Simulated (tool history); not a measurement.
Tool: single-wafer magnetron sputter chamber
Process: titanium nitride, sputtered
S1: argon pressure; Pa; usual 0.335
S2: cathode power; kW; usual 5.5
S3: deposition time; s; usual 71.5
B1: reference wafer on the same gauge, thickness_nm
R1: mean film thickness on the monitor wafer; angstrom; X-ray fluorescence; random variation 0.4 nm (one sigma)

Run 1, hour 0: usual settings; B1 63.193. Result: R1 687.39 angstrom.
Run 2, hour 100.6: usual settings; B1 63.038. Result: R1 686.37 angstrom.
At hour 201.7: sputter target and shields replaced.
Run 3, hour 202.2: usual settings; B1 63.01. Result: R1 682.12 angstrom.
Run 4, hour 266.5: usual settings; B1 63.117. Result: R1 690.82 angstrom.
Run 5, hour 436: usual settings; B1 63.193. Result: R1 680.48 angstrom.
At hour 476.8: sputter target and shields replaced.
Run 6, hour 477.2: usual settings; B1 63.051. Result: R1 677.99 angstrom.
At hour 496.1: capacitance manometer re-zeroed and calibrated.
Run 7, hour 540: usual settings; B1 63.304. Result: R1 675.59 angstrom.
At hour 554.5: gauge calibrated.
Run 8, hour 617.8: usual settings but S2 6.25 kW, S3 80 s; B1 63.025. Result: R1 862.14 angstrom.
Run 9, hour 687.6: usual settings but S1 0.256 Pa; B1 63.167. Result: R1 706.97 angstrom.
At hour 752.2: sputter target and shields replaced.
At hour 764.2: capacitance manometer re-zeroed and calibrated, repeated, since the last time left the tool worse.
Run 10, hour 794.9: usual settings but S1 0.256 Pa; B1 62.948. Result: R1 711.02 angstrom.
Run 11, hour 838.6: usual settings; B1 63.037. Result: R1 693.9 angstrom.
Run 12, hour 899: usual settings but S1 0.434 Pa; B1 63.025. Result: R1 666.26 angstrom.
Run 13, hour 963.5: usual settings but S1 0.238 Pa, S2 4.45 kW, S3 65.5 s; B1 63.145. Result: R1 539.39 angstrom.
Run 14, hour 1006.5: usual settings; B1 63.193. Result: R1 697.45 angstrom.
At hour 1069: sputter target and shields replaced.
At hour 1075.5: magnet pack replaced.
Run 15, hour 1096.8: usual settings but S1 0.389 Pa, S2 6.7 kW, S3 75.6 s; B1 63.219. Result: R1 871.63 angstrom.
Run 16, hour 1144.6: usual settings but S1 0.235 Pa, S2 6.05 kW, S3 58.7 s; B1 62.877. Result: R1 647.79 angstrom.
Run 17, hour 1213.2: usual settings but S2 4.7 kW; B1 63.17. Result: R1 591.53 angstrom.
Run 18, hour 1296.2: usual settings but S2 5.15 kW; B1 63.145. Result: R1 646.95 angstrom.
Run 19, hour 1337.7: usual settings but S1 0.42 Pa, S2 6.85 kW, S3 58.2 s; B1 63.006. Result: R1 673.58 angstrom.
At hour 1383.4: sputter target and shields replaced.
Run 20, hour 1395.2: usual settings but S1 0.42 Pa, S2 6.85 kW, S3 58.2 s; B1 62.873. Result: R1 680.92 angstrom.
Run 21, hour 1440.6: usual settings but S1 0.292 Pa, S2 6.5 kW, S3 63.2 s; B1 63.084. Result: R1 729.12 angstrom.
Run 22, hour 1519.8: usual settings but S1 0.205 Pa, S2 6.4 kW, S3 61.8 s; B1 63.144. Result: R1 727.1 angstrom.

Forecast each of these 4 alternatives for the next run:
Run A, hour 1520.2: usual settings but S1 0.226 Pa; B1 ?. Result: R1 ?.
Run B, hour 1520.2: usual settings but S1 0.229 Pa, S2 6 kW; B1 ?. Result: R1 ?.
Run C, hour 1520.2: usual settings but S1 0.272 Pa, S2 5.1 kW, S3 65 s; B1 ?. Result: R1 ?.
Run D, hour 1520.2: usual settings but S3 58.9 s; B1 ?. Result: R1 ?.

run      B1      R1
  A  63.065  724.34
  B  63.065  789.26
  C  63.065  599.67
  D  63.065   571.8
Without the tool's hidden state the same runs would have given:
run      R1
  A  726.85
  B  792.03
  C  602.16
  D   574.7
